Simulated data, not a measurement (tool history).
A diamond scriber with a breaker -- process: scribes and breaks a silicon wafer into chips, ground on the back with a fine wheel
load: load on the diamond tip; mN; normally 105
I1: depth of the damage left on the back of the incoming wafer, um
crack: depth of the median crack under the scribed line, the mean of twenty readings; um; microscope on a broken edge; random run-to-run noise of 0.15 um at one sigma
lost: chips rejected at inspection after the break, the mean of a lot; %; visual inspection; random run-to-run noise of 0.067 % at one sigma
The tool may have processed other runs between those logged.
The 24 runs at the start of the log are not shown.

Run 25, hour 1269.5: usual settings; I1 2.95. Result: crack 14.39 um, lost 1.41 %.
Run 26, hour 1309.6: usual settings but load 126 mN; I1 2.71. Result: crack 16.98 um, lost 7.24 %.
Run 27, hour 1358.9: usual settings but load 136 mN; I1 2.55. Result: crack 18.11 um, lost 15.06 %.
At hour 1488.4: diamond tip replaced by a new one.
Run 28, hour 1560.4: usual settings; I1 1.81. Result: crack 14.13 um, lost 0.82 %.
Run 29, hour 1629.5: usual settings but load 79 mN; I1 1.75. Result: crack 10.41 um, lost 16.31 %.
Run 30, hour 1694.0: usual settings but load 95 mN; I1 2.06. Result: crack 12.77 um, lost 1.89 %.
Run 31, hour 1754.1: usual settings; I1 2.06. Result: crack 14.16 um, lost 1.08 %.
Run 32, hour 1782.1: usual settings but load 135 mN; I1 2.02. Result: crack 18.53 um, lost 12.67 %.
Run 33, hour 1808.2: usual settings but load 127 mN; I1 2.54. Result: crack 17.35 um, lost 11.27 %.
Run 34, hour 1876.0: usual settings but load 121 mN; I1 2.47. Result: crack 16.78 um, lost 5.87 %.
Run 35, hour 1931.4: usual settings; I1 2.18. Result: crack 14.44 um, lost 1.20 %.
Run 36, hour 1972.3: usual settings; I1 2.90. Result: crack 14.52 um, lost 1.59 %.

Consider 5 possible next runs. They are alternatives, not a sequence: every one starts from the tool as it was left by run 36. What does each give?
Run A, hour 1972.9: usual settings but load 96 mN; I1 2.98. Result: crack ?, lost ?.
Run B, hour 1972.9: usual settings but load 134 mN; I1 2.98. Result: crack ?, lost ?.
Run C, hour 1972.9: usual settings but load 132 mN; I1 2.98. Result: crack ?, lost ?.
Run D, hour 1972.9: usual settings but load 76 mN; I1 2.98. Result: crack ?, lost ?.
Run E, hour 1972.9: usual settings but load 87 mN; I1 2.98. Result: crack ?, lost ?.

run  crack   lost
  A  13.12   1.95
  B  18.16  14.44
  C  17.91  13.23
  D  10.04  19.86
  E  11.79   6.46
Had the tool no hidden state, the same runs would have come out as:
run  crack   lost
  A  12.58   3.22
  B  17.41  10.87
  C  17.17   9.81
  D   9.63  24.28
  E  11.30   9.32
